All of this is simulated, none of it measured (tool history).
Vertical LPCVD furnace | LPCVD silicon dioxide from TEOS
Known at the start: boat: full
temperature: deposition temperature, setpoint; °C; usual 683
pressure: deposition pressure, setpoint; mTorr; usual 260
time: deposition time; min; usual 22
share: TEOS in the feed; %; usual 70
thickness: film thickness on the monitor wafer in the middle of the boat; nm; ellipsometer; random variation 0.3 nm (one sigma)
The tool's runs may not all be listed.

| run | hour | temperature | pressure | time | share | read-back reference wafer on the same gauge, thickness | thickness |
|---|---|---|---|---|---|---|---|
| 1 | 0 | 683 | 260 | 19.5 | 70 | 91.03 | 100.29 |
|  | 4 | gauge calibrated |
| 2 | 51.1 | 683 | 260 | 19.5 | 70 | 90.9 | 101.21 |
| 3 | 59.7 | 683 | 260 | 19.5 | 70 | 90.98 | 101.44 |
| 4 | 69.6 | 683 | 285 | 22 | 70 | 90.99 | 118.74 |
| 5 | 88.2 | 683 | 260 | 22 | 70 | 91.12 | 114.05 |
|  | 128.5 | TEOS flow controller replaced |
| 6 | 135.4 | 683 | 260 | 22 | 70 | 91.06 | 114.14 |
| 7 | 149.5 | 683 | 260 | 22 | 70 | 90.98 | 114.23 |
| 8 | 168.4 | 683 | 260 | 22 | 70 | 91.11 | 114.28 |
|  | 197.8 | thermocouples replaced and temperature profile calibrated |
|  | 202.2 | pressure gauge zeroed |
| 9 | 202.7 | 683 | 260 | 22 | 70 | 90.87 | 104.72 |
| 10 | 207.3 | 683 | 260 | 14 | 70 | 91.01 | 66.68 |
| 11 | 212.4 | 683 | 260 | 22 | 70 | 90.97 | 104.44 |
| 12 | 224.1 | 692 | 215 | 18 | 83 | 91.03 | 105.37 |
|  | 231.4 | gauge calibrated |
| 13 | 243.3 | 683 | 260 | 22 | 70 | 90.97 | 104.88 |
| 14 | 257.3 | 673 | 260 | 22 | 76 | 90.86 | 85.24 |
| 15 | 275.3 | 687 | 230 | 22 | 64 | 90.99 | 103.57 |
| 16 | 290.2 | 687 | 295 | 22 | 77 | 90.92 | 129.37 |
| 17 | 307.3 | 683 | 260 | 22 | 70 | 91.05 | 105.28 |
| 18 | 317.8 | 683 | 260 | 22 | 70 | 90.95 | 105.06 |
| 19 | 329.4 | 683 | 300 | 22 | 77 | 90.96 | 118.3 |

The same runs without the tool's hidden state, with the same run-to-run variation:
The hidden state here: true tube temperature minus thermocouple reading, K; true pressure minus gauge reading, mTorr; deviation of the TEOS flow from its setpoint, %; gauge reads high (%).
| run | thickness |
|---|---|
| 1 | 91.41 |
| 2 | 92.04 |
| 3 | 92.22 |
| 4 | 107.9 |
| 5 | 103.56 |
| 6 | 103.43 |
| 7 | 103.45 |
| 8 | 103.41 |
| 9 | 103.54 |
| 10 | 65.91 |
| 11 | 103.22 |
| 12 | 104.11 |
| 13 | 103.5 |
| 14 | 84.05 |
| 15 | 102.08 |
| 16 | 127.44 |
| 17 | 103.62 |
| 18 | 103.35 |
| 19 | 116.31 |
